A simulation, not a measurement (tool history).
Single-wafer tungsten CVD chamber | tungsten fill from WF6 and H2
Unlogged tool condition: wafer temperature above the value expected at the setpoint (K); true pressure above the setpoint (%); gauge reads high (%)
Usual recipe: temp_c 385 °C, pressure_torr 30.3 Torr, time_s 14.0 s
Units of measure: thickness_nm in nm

| run | day | temp_c | pressure_torr | time_s | wafers since the last listed run | hours since the last thermocouple change | hours since the last manometer calibration | hours since the showerhead was replaced | hours since the gauge calibration | read-back reference wafer on the same gauge, thickness_nm | thickness_nm |
|---|---|---|---|---|---|---|---|---|---|---|---|
| 1 | 0.000 | 385 | 25.6 | 16.2 | 0 | 2549.3 | 1981.6 | 2347.2 | 409.2 | 31.248 | 29.490 |
| 2 | 1.667 | 385 | 25.6 | 16.2 | 1090 | 2589.3 | 2021.6 | 2387.2 | 449.2 | 31.180 | 29.362 |
| 3 | 3.096 | 385 | 30.3 | 14.0 | 934 | 2623.6 | 2055.9 | 2421.5 | 483.5 | 31.194 | 27.988 |
| 4 | 4.954 | 385 | 30.3 | 14.0 | 1215 | 2668.2 | 2100.5 | 2466.1 | 528.1 | 31.208 | 28.344 |
| 5 | 7.588 | 385 | 30.3 | 14.0 | 1722 | 2731.4 | 2163.7 | 2529.3 | 591.3 | 31.201 | 28.372 |
| 6 | 8.958 | 385 | 30.3 | 14.0 | 896 | 2764.3 | 2196.6 | 2562.2 | 624.2 | 31.197 | 28.427 |
| 7 | 11.238 | 385 | 30.3 | 14.0 | 1491 | 2819.0 | 2251.3 | 2616.9 | 678.9 | 31.229 | 28.272 |
|  | 12.742 | thermocouple changed; heater temperature recalibrated |
| 8 | 12.958 | 385 | 30.3 | 14.0 | 907 | 5.2 | 2292.6 | 2658.2 | 720.2 | 31.223 | 32.076 |
|  | 13.517 | gauge calibrated |
|  | 14.562 | capacitance manometer re-zeroed and calibrated |
| 9 | 15.817 | 391 | 32.9 | 14.0 | 1651 | 73.8 | 30.1 | 2726.8 | 55.2 | 31.240 | 37.856 |
| 10 | 18.700 | 399 | 30.3 | 14.0 | 1886 | 143.0 | 99.3 | 2796.0 | 124.4 | 31.152 | 42.407 |
| 11 | 20.042 | 370 | 23.5 | 12.6 | 877 | 175.2 | 131.5 | 2828.2 | 156.6 | 31.190 | 16.995 |
| 12 | 22.862 | 385 | 28.1 | 11.9 | 1845 | 242.9 | 199.2 | 2895.9 | 224.3 | 31.175 | 25.045 |
| 13 | 24.242 | 398 | 30.3 | 14.0 | 902 | 276.0 | 232.3 | 2929.0 | 257.4 | 31.201 | 40.599 |
|  | 29.329 | showerhead replaced |
| 14 | 30.508 | 385 | 30.3 | 14.0 | 3881 | 426.4 | 382.7 | 28.3 | 407.8 | 31.235 | 30.555 |
| 15 | 31.925 | 398 | 30.3 | 11.2 | 926 | 460.4 | 416.7 | 62.3 | 441.8 | 31.224 | 31.957 |
| 16 | 34.221 | 385 | 30.3 | 14.0 | 1501 | 515.5 | 471.8 | 117.4 | 496.9 | 31.263 | 30.255 |
| 17 | 36.700 | 385 | 30.3 | 16.2 | 1621 | 575.0 | 531.3 | 176.9 | 556.4 | 31.168 | 34.492 |

For some of the steps in thickness_nm from one run to the next: how much would appear even if the tool had no hidden state, given the settings, what came in and random variation, and how much remains for the hidden state plus any gauge scatter that the measured result and the result without hidden state don't share?
Run 7 -> 8: thermocouple changed; heater temperature recalibrated. thickness_nm +3.804 nm: hidden state +3.838, all else -0.034.
Run 10 -> 11: temp_c 399 -> 370, pressure_torr 30.3 -> 23.5, time_s 14.0 -> 12.6. thickness_nm -25.412 nm: hidden state +0.195, all else -25.607.
